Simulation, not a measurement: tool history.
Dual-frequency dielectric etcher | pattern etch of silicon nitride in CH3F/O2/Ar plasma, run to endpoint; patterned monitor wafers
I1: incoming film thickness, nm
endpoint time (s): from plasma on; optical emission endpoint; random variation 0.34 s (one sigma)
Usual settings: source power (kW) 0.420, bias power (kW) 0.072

run 1 hour=0.0 | source_power_(kW)=0.420 bias_power_(kW)=0.072 | I1=29.13 | endpoint_time_(s)=43.1
run 2 hour=90.5 | source_power_(kW)=0.420 bias_power_(kW)=0.072 | I1=29.55 | endpoint_time_(s)=43.3
run 3 hour=154.8 | source_power_(kW)=0.420 bias_power_(kW)=0.072 | I1=29.46 | endpoint_time_(s)=43.8
run 4 hour=245.8 | source_power_(kW)=0.420 bias_power_(kW)=0.083 | I1=29.58 | endpoint_time_(s)=42.2
run 5 hour=306.8 | source_power_(kW)=0.420 bias_power_(kW)=0.072 | I1=29.38 | endpoint_time_(s)=43.2
-- hour=368.7 upper electrode replaced
run 6 hour=369.4 | source_power_(kW)=0.420 bias_power_(kW)=0.068 | I1=29.47 | endpoint_time_(s)=44.5
run 7 hour=409.0 | source_power_(kW)=0.490 bias_power_(kW)=0.061 | I1=29.45 | endpoint_time_(s)=42.3
-- hour=497.8 bias power generator calibrated
run 8 hour=515.9 | source_power_(kW)=0.490 bias_power_(kW)=0.061 | I1=29.45 | endpoint_time_(s)=41.9
-- hour=546.3 wet clean of the chamber
run 9 hour=572.5 | source_power_(kW)=0.350 bias_power_(kW)=0.060 | I1=29.48 | endpoint_time_(s)=50.2
run 10 hour=641.7 | source_power_(kW)=0.370 bias_power_(kW)=0.089 | I1=29.34 | endpoint_time_(s)=43.3
run 11 hour=709.6 | source_power_(kW)=0.420 bias_power_(kW)=0.072 | I1=29.39 | endpoint_time_(s)=43.5
run 12 hour=756.5 | source_power_(kW)=0.420 bias_power_(kW)=0.079 | I1=29.63 | endpoint_time_(s)=42.3
-- hour=839.0 source power generator calibrated
run 13 hour=847.7 | source_power_(kW)=0.420 bias_power_(kW)=0.081 | I1=29.65 | endpoint_time_(s)=42.3
run 14 hour=913.0 | source_power_(kW)=0.480 bias_power_(kW)=0.062 | I1=29.58 | endpoint_time_(s)=42.2
run 15 hour=977.5 | source_power_(kW)=0.420 bias_power_(kW)=0.072 | I1=29.46 | endpoint_time_(s)=43.2
-- hour=1047.0 wet clean of the chamber
run 16 hour=1079.5 | source_power_(kW)=0.470 bias_power_(kW)=0.058 | I1=29.74 | endpoint_time_(s)=44.2

The tool's hidden state at each run:
etch rate over this chamber's usual, %: 0 in every run
source power that arrives over what is set, %: 0 in every run
bias power that arrives over what is set, %: 0 in every run
